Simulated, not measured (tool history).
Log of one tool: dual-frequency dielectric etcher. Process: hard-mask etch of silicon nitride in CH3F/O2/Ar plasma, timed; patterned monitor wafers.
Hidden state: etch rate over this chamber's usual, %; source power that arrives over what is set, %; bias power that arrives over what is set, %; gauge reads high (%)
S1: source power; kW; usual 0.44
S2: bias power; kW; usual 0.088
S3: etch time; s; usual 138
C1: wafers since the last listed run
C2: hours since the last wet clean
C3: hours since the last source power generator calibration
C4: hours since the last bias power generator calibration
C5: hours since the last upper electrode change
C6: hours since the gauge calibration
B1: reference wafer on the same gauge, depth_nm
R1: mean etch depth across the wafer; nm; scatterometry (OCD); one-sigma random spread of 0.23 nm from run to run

run 1 hour=0 | S1=0.44 S2=0.1 S3=122 | C1=0 C2=198.3 C3=3099.6 C4=1432.6 C5=3853.6 C6=616.3 | B1=116 | R1=94.6
-- hour=2.1 gauge calibrated
run 2 hour=40.5 | S1=0.44 S2=0.1 S3=122 | C1=338 C2=238.8 C3=3140.1 C4=1473.1 C5=3894.1 C6=38.4 | B1=116.1 | R1=94.7
run 3 hour=84 | S1=0.44 S2=0.1 S3=122 | C1=363 C2=282.3 C3=3183.6 C4=1516.6 C5=3937.6 C6=81.9 | B1=115.9 | R1=95.4
-- hour=110.4 wet clean of the chamber
run 4 hour=116.4 | S1=0.44 S2=0.088 S3=138 | C1=70 C2=6 C3=3216 C4=1549 C5=3970 C6=114.3 | B1=116 | R1=101.7
run 5 hour=184.2 | S1=0.44 S2=0.099 S3=138 | C1=566 C2=73.8 C3=3283.8 C4=1616.8 C5=4037.8 C6=182.1 | B1=115.9 | R1=105.9
run 6 hour=234.7 | S1=0.44 S2=0.088 S3=138 | C1=421 C2=124.3 C3=3334.3 C4=1667.3 C5=4088.3 C6=232.6 | B1=116.1 | R1=102.4
run 7 hour=294.5 | S1=0.44 S2=0.088 S3=138 | C1=499 C2=184.1 C3=3394.1 C4=1727.1 C5=4148.1 C6=292.4 | B1=115.9 | R1=102.5
run 8 hour=335.3 | S1=0.44 S2=0.088 S3=138 | C1=340 C2=224.9 C3=3434.9 C4=1767.9 C5=4188.9 C6=333.2 | B1=116 | R1=102
-- hour=348.4 bias power generator calibrated
run 9 hour=385.7 | S1=0.44 S2=0.088 S3=138 | C1=387 C2=275.3 C3=3485.3 C4=37.3 C5=4239.3 C6=383.6 | B1=116.1 | R1=104.8
run 10 hour=427 | S1=0.44 S2=0.088 S3=138 | C1=344 C2=316.6 C3=3526.6 C4=78.6 C5=4280.6 C6=424.9 | B1=116.1 | R1=104.6
-- hour=498.2 source power generator calibrated
-- hour=502.5 wet clean of the chamber
-- hour=522.1 upper electrode replaced
run 11 hour=522.6 | S1=0.39 S2=0.088 S3=138 | C1=565 C2=20.1 C3=24.4 C4=174.2 C5=0.5 C6=520.5 | B1=116 | R1=99.2
run 12 hour=551.9 | S1=0.39 S2=0.088 S3=152 | C1=244 C2=49.4 C3=53.7 C4=203.5 C5=29.8 C6=549.8 | B1=115.9 | R1=109.7
run 13 hour=578.6 | S1=0.52 S2=0.101 S3=124 | C1=222 C2=76.1 C3=80.4 C4=230.2 C5=56.5 C6=576.5 | B1=116 | R1=102.8
run 14 hour=641.5 | S1=0.48 S2=0.082 S3=138 | C1=525 C2=139 C3=143.3 C4=293.1 C5=119.4 C6=639.4 | B1=116 | R1=104.4
-- hour=744.7 gauge calibrated
run 15 hour=773.8 | S1=0.44 S2=0.088 S3=138 | C1=1104 C2=271.3 C3=275.6 C4=425.4 C5=251.7 C6=29.1 | B1=116.1 | R1=104.4
run 16 hour=828 | S1=0.4 S2=0.088 S3=138 | C1=452 C2=325.5 C3=329.8 C4=479.6 C5=305.9 C6=83.3 | B1=116.1 | R1=101.6
-- hour=868.2 wet clean of the chamber
run 17 hour=885.2 | S1=0.48 S2=0.079 S3=176 | C1=277 C2=17 C3=387 C4=536.8 C5=363.1 C6=140.5 | B1=116 | R1=130.7
run 18 hour=909.8 | S1=0.44 S2=0.088 S3=138 | C1=205 C2=41.6 C3=411.6 C4=561.4 C5=387.7 C6=165.1 | B1=116.1 | R1=103
run 19 hour=952.9 | S1=0.44 S2=0.107 S3=176.5 | C1=359 C2=84.7 C3=454.7 C4=604.5 C5=430.8 C6=208.2 | B1=116.1 | R1=141.2
run 20 hour=985.3 | S1=0.52 S2=0.104 S3=101 | C1=270 C2=117.1 C3=487.1 C4=636.9 C5=463.2 C6=240.6 | B1=116 | R1=84.5
run 21 hour=1011.3 | S1=0.38 S2=0.088 S3=138 | C1=217 C2=143.1 C3=513.1 C4=662.9 C5=489.2 C6=266.6 | B1=115.9 | R1=99
run 22 hour=1048.1 | S1=0.44 S2=0.088 S3=138 | C1=307 C2=179.9 C3=549.9 C4=699.7 C5=526 C6=303.4 | B1=116.1 | R1=104
run 23 hour=1074 | S1=0.44 S2=0.088 S3=122.5 | C1=216 C2=205.8 C3=575.8 C4=725.6 C5=551.9 C6=329.3 | B1=116 | R1=92.5

Take each entry between the runs: how does the hidden state at the last listed run before it differ from the hidden state at the first listed run after it?
Run 1 -> run 2: gauge calibrated (hour 2.1)
  etch rate over this chamber's usual, %: 1.09 -> 1.27; bias power that arrives over what is set, %: -4.62 -> -4.86
  difference, measured minus the result without the unlogged condition, R1: -0.5 -> -0.3 nm
Run 3 -> run 4: wet clean of the chamber (hour 110.4)
  etch rate over this chamber's usual, %: 1.46 -> 0.152; bias power that arrives over what is set, %: -5.12 -> -5.32
  difference, measured minus the result without the unlogged condition, R1: -0.2 -> -1.6 nm
Run 8 -> run 9: bias power generator calibrated (hour 348.4)
  etch rate over this chamber's usual, %: 1.13 -> 1.35; bias power that arrives over what is set, %: -6.79 -> -0.302
  difference, measured minus the result without the unlogged condition, R1: -1.2 -> +1.3 nm
Run 10 -> run 11: source power generator calibrated (hour 498.2); wet clean of the chamber (hour 502.5); upper electrode replaced (hour 522.1)
  etch rate over this chamber's usual, %: 1.53 -> 0.0158; bias power that arrives over what is set, %: -0.312 -> -0.361
  difference, measured minus the result without the unlogged condition, R1: +1.4 -> -0.1 nm
Run 14 -> run 15: gauge calibrated (hour 744.7)
  etch rate over this chamber's usual, %: 0.544 -> 1.13; bias power that arrives over what is set, %: -0.474 -> -0.667
  difference, measured minus the result without the unlogged condition, R1: +0.4 -> +0.9 nm
Run 16 -> run 17: wet clean of the chamber (hour 868.2)
  etch rate over this chamber's usual, %: 1.37 -> 0.16; bias power that arrives over what is set, %: -0.766 -> -0.884
  difference, measured minus the result without the unlogged condition, R1: +1.2 -> -0.2 nm
